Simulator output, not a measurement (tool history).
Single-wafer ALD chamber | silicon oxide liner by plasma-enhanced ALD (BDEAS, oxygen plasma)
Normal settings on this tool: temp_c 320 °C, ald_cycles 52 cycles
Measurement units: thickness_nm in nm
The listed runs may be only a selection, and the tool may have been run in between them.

| run | hour | temp_c | ald_cycles | wafers since the last listed run | hours since the last thermocouple change | hours since the gauge calibration | read-back reference wafer on the same gauge, thickness_nm | thickness_nm |
|---|---|---|---|---|---|---|---|---|
| 1 | 0 | 320 | 52 | 0 | 1456.1 | 325.3 | 5.507 | 4.636 |
| 2 | 25.2 | 320 | 52 | 101 | 1481.3 | 350.5 | 5.511 | 4.645 |
| 3 | 47.1 | 320 | 52 | 87 | 1503.2 | 372.4 | 5.51 | 4.659 |
| 4 | 77.4 | 320 | 52 | 121 | 1533.5 | 402.7 | 5.511 | 4.646 |
| 5 | 97.8 | 320 | 48 | 81 | 1553.9 | 423.1 | 5.511 | 4.283 |
| 6 | 111.5 | 320 | 52 | 54 | 1567.6 | 436.8 | 5.51 | 4.648 |
| 7 | 126.8 | 320 | 52 | 61 | 1582.9 | 452.1 | 5.51 | 4.648 |
| 8 | 151 | 320 | 52 | 97 | 1607.1 | 476.3 | 5.51 | 4.627 |
| 9 | 171.3 | 320 | 54 | 81 | 1627.4 | 496.6 | 5.509 | 4.818 |
| 10 | 184.4 | 320 | 54 | 52 | 1640.5 | 509.7 | 5.511 | 4.829 |
| 11 | 254.7 | 320 | 52 | 281 | 1710.8 | 580 | 5.51 | 4.639 |
|  | 299 | thermocouple changed; heater temperature recalibrated |
| 12 | 345.1 | 320 | 52 | 330 | 46.1 | 670.4 | 5.51 | 4.643 |
|  | 352.7 | gauge calibrated |
| 13 | 363.2 | 320 | 52 | 72 | 64.2 | 10.5 | 5.508 | 4.652 |
| 14 | 394 | 305 | 60 | 123 | 95 | 41.3 | 5.512 | 5.474 |
| 15 | 430 | 332 | 60 | 144 | 131 | 77.3 | 5.511 | 5.257 |
| 16 | 461.7 | 326 | 46 | 127 | 162.7 | 109 | 5.509 | 4.083 |
| 17 | 486.7 | 329 | 52 | 100 | 187.7 | 134 | 5.51 | 4.565 |
| 18 | 505.7 | 320 | 57 | 76 | 206.7 | 153 | 5.513 | 5.086 |
| 19 | 538.3 | 320 | 52 | 130 | 239.3 | 185.6 | 5.509 | 4.645 |
| 20 | 553.2 | 327 | 55 | 59 | 254.2 | 200.5 | 5.512 | 4.862 |
| 21 | 577.1 | 320 | 52 | 95 | 278.1 | 224.4 | 5.51 | 4.609 |
| 22 | 600.2 | 320 | 56 | 92 | 301.2 | 247.5 | 5.511 | 4.997 |
| 23 | 626.3 | 313 | 60 | 104 | 327.3 | 273.6 | 5.51 | 5.41 |
| 24 | 643.2 | 325 | 57 | 67 | 344.2 | 290.5 | 5.511 | 5.064 |
| 25 | 669.2 | 320 | 52 | 104 | 370.2 | 316.5 | 5.509 | 4.655 |
| 26 | 696.3 | 311 | 55 | 108 | 397.3 | 343.6 | 5.511 | 4.959 |

Run 27, settings as shown, results not yet in. Your forecast:
| 27 | 711.5 | 306 | 46 | 60 | 412.5 | 358.8 | ? | ? |

read-back reference wafer on the same gauge, thickness_nm: 5.509
thickness_nm: 4.179 nm
Were there no unlogged condition in the tool, this run, its random variation unchanged, would have produced thickness_nm 4.179 nm.
